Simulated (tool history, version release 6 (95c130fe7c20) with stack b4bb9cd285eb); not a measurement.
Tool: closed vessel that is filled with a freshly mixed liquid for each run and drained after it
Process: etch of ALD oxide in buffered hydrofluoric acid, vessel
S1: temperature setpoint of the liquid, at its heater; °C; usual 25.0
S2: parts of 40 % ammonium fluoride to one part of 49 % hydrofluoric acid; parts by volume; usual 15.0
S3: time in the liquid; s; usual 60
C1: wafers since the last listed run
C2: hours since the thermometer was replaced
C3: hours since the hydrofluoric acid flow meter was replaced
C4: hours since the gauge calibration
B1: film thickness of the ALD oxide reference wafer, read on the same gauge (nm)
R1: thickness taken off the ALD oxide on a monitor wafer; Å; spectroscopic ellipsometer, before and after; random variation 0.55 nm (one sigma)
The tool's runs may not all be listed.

run   hour    S1    S2  S3     C1      C2      C3      C4     B1      R1
  1    0.0  23.5  11.5  60      0  2476.8  1677.4   565.9  59.98  1127.7
  2   35.8  23.5  11.5  60   4527  2512.6  1713.2   601.7  59.98  1122.6
  3   65.8  25.0  15.0  60   3793  2542.6  1743.2   631.7  60.00   947.3
  4   78.9  23.5  15.0  60   1656  2555.7  1756.3   644.8  59.99   877.6
  5  162.6  23.5  15.0  60  10585  2639.4  1840.0   728.5  59.97   871.7
  6  180.4  25.0  15.0  90   2251  2657.2  1857.8   746.3  60.04  1438.2
  7  197.4  25.0  15.0  90   2149  2674.2  1874.8   763.3  60.01  1415.7
  8  226.7  25.0  15.0  60   3705  2703.5  1904.1   792.6  59.99   942.7
  9  239.7  25.0  12.5  60   1644  2716.5  1917.1   805.6  59.99  1140.4
 10  274.8  25.0  12.5  60   4438  2751.6  1952.2   840.7  60.01  1143.4
 11  293.5  25.0  15.0  60   2364  2770.3  1970.9   859.4  60.00   961.1
 12  314.0  25.0  15.0  60   2592  2790.8  1991.4   879.9  59.98   946.9
     315.4  -- thermometer replaced
 13  340.3  25.0  15.0  60   3199    24.9  2017.7   906.2  59.97   957.7
 14  367.6  25.0  15.0  70   3452    52.2  2045.0   933.5  59.99  1118.8
 15  389.0  25.0  15.0  70   2706    73.6  2066.4   954.9  60.01  1118.4
 16  415.0  21.5  15.0  95   3288    99.6  2092.4   980.9  60.02  1247.6
     442.6  -- hydrofluoric acid flow meter replaced
 17  448.6  21.0  19.5  40   4122   133.2     6.0  1014.5  60.02   417.0
     462.8  -- gauge calibrated
 18  467.0  20.5  20.0  60   2326   151.6    24.4     4.2  60.00   587.5
 19  481.1  25.0  15.0  60   1783   165.7    38.5    18.3  60.00  1007.1

The next listed run, before its measurement:
 20  508.2  27.5  19.5  80  3427  192.8  65.6  45.4   ?   ?

Run 20 gave B1 60.00, R1 1171.7 Å.
Without the tool's hidden state the same run would have given R1 1019.8 Å.
